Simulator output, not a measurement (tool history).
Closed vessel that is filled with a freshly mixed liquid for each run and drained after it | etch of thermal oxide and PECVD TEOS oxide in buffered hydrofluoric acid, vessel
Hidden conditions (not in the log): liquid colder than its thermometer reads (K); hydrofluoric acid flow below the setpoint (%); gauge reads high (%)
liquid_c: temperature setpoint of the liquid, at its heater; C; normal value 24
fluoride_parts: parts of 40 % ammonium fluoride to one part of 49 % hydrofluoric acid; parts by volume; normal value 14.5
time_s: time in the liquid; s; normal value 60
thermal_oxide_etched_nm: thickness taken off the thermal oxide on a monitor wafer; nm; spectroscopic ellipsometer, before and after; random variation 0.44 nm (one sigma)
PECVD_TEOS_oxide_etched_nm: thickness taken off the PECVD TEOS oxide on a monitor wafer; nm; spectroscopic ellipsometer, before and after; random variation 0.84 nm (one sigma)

run   hour  liquid_c  fluoride_parts  time_s  wafers since the last listed run  hours since the thermometer was replaced  hours since the hydrofluoric acid flow meter was replaced  hours since the gauge calibration  read-back film thickness of the thermal oxide reference wafer, read on the same gauge (nm)  read-back film thickness of the PECVD TEOS oxide reference wafer, read on the same gauge (nm)  thermal_oxide_etched_nm  PECVD_TEOS_oxide_etched_nm
  1      0        24            14.5      60                                 0                                    2269.4                                                      869.6                              891.9                                                                                       80.01                                                                                            150                    40.54                       82.01
  2   22.4        24            14.5      60                              1879                                    2291.8                                                        892                              914.3                                                                                          80                                                                                         149.99                    41.37                       82.52
  3   40.9        24            14.5      60                              1552                                    2310.3                                                      910.5                              932.8                                                                                          80                                                                                         150.01                    41.79                       81.01
  4   69.4        24            14.5      60                              2391                                    2338.8                                                        939                              961.3                                                                                       79.98                                                                                         150.01                    40.85                       81.52
  5  104.8        24            14.5      60                              2970                                    2374.2                                                      974.4                              996.7                                                                                       80.02                                                                                            150                    40.83                       80.16
  6  136.1        24            14.5      60                              2626                                    2405.5                                                     1005.7                               1028                                                                                       79.99                                                                                         149.98                     41.3                       80.85
  7    170        27            14.5      70                              2844                                    2439.4                                                     1039.6                             1061.9                                                                                       79.98                                                                                         149.99                    56.86                      110.59
     173.6  -- gauge calibrated
  8  204.7        24            14.5      60                              2912                                    2474.1                                                     1074.3                               31.1                                                                                       79.99                                                                                         150.01                    40.78                       81.64
  9  236.3      26.5            14.5      60                              2651                                    2505.7                                                     1105.9                               62.7                                                                                       79.99                                                                                            150                    47.22                       93.67
 10  248.6      26.5              18      80                              1032                                      2518                                                     1118.2                                 75                                                                                       80.01                                                                                         150.02                    50.58                       99.85
 11  265.8        24            14.5      40                              1443                                    2535.2                                                     1135.4                               92.2                                                                                          80                                                                                         150.01                    27.34                       53.78
     283.8  -- thermometer replaced
 12    293        24            12.5      60                              2198                                       9.2                                                     1162.6                              119.4                                                                                       80.02                                                                                         149.99                    44.33                        88.6
 13  313.2        26              20      45                              1695                                      29.4                                                     1182.8                              139.6                                                                                          80                                                                                         150.01                    22.87                       45.85
 14  325.2        24            14.5      60                              1007                                      41.4                                                     1194.8                              151.6                                                                                       79.98                                                                                         149.99                    38.77                       74.43
     335.3  -- hydrofluoric acid flow meter replaced
 15  343.1      26.5              18      50                              1418                                      59.3                                                        7.8                              169.5                                                                                       79.99                                                                                         149.99                     29.1                       58.13
 16  376.8        24            14.5      60                              2828                                        93                                                       41.5                              203.2                                                                                          80                                                                                            150                    37.97                       75.04
 17  394.3        24            19.5      60                              1468                                     110.5                                                         59                              220.7                                                                                       79.99                                                                                            150                    28.04                       56.04
 18  406.8        27              19      50                              1049                                       123                                                       71.5                              233.2                                                                                       79.99                                                                                            150                    29.19                       56.44
 19  424.9        24            10.5      60                              1518                                     141.1                                                       89.6                              251.3                                                                                       80.01                                                                                            150                    51.79                      104.25
     429.4  -- thermometer replaced, repeated, since the last time left the tool worse
 20  441.1        24            14.5      60                              1275                                      11.7                                                      105.8                              267.5                                                                                       79.99                                                                                         149.99                    45.69                       87.47
 21  465.8        27              19      50                              2072                                      36.4                                                      130.5                              292.2                                                                                          80                                                                                            150                    33.75                       65.95
 22  552.5        24            14.5      60                              7275                                     123.1                                                      217.2                              378.9                                                                                          80                                                                                         150.01                    44.64                          88
 23  573.3        24               9      40                              1745                                     143.9                                                        238                              399.7                                                                                       79.98                                                                                         149.98                    45.71                       90.33
 24  599.5        20            14.5      30                              2198                                     170.1                                                      264.2                              425.9                                                                                          80                                                                                         149.98                     18.1                       35.05
 25  615.9      26.5            14.5      30                              1376                                     186.5                                                      280.6                              442.3                                                                                       80.02                                                                                         150.01                    25.61                       50.45

Branching from run 25: 5 alternative next runs. What would each branch give?
  A  616.6        24              17      60                                58                                     187.2                                                      281.3                                443                                                                                           ?                                                                                              ?                        ?                           ?
  B  616.6        26            19.5      95                                58                                     187.2                                                      281.3                                443                                                                                           ?                                                                                              ?                        ?                           ?
  C  616.6      22.5            19.5      50                                58                                     187.2                                                      281.3                                443                                                                                           ?                                                                                              ?                        ?                           ?
  D  616.6        20            14.5      60                                58                                     187.2                                                      281.3                                443                                                                                           ?                                                                                              ?                        ?                           ?
  E  616.6      19.5            14.5      60                                58                                     187.2                                                      281.3                                443                                                                                           ?                                                                                              ?                        ?                           ?

run  read-back film thickness of the thermal oxide reference wafer, read on the same gauge (nm)  read-back film thickness of the PECVD TEOS oxide reference wafer, read on the same gauge (nm)  thermal_oxide_etched_nm  PECVD_TEOS_oxide_etched_nm
  A                                                                                       79.99                                                                                            150                    38.17                       75.33
  B                                                                                       79.99                                                                                            150                    58.88                      116.19
  C                                                                                       79.99                                                                                            150                    25.58                       50.48
  D                                                                                       79.99                                                                                            150                    35.75                       70.55
  E                                                                                       79.99                                                                                            150                    34.76                       68.59
Without the tool's hidden state the same runs would have given:
run  thermal_oxide_etched_nm  PECVD_TEOS_oxide_etched_nm
  A                    39.12                       77.21
  B                    60.33                      119.05
  C                    26.22                       51.75
  D                    36.66                       72.36
  E                    35.65                       70.35
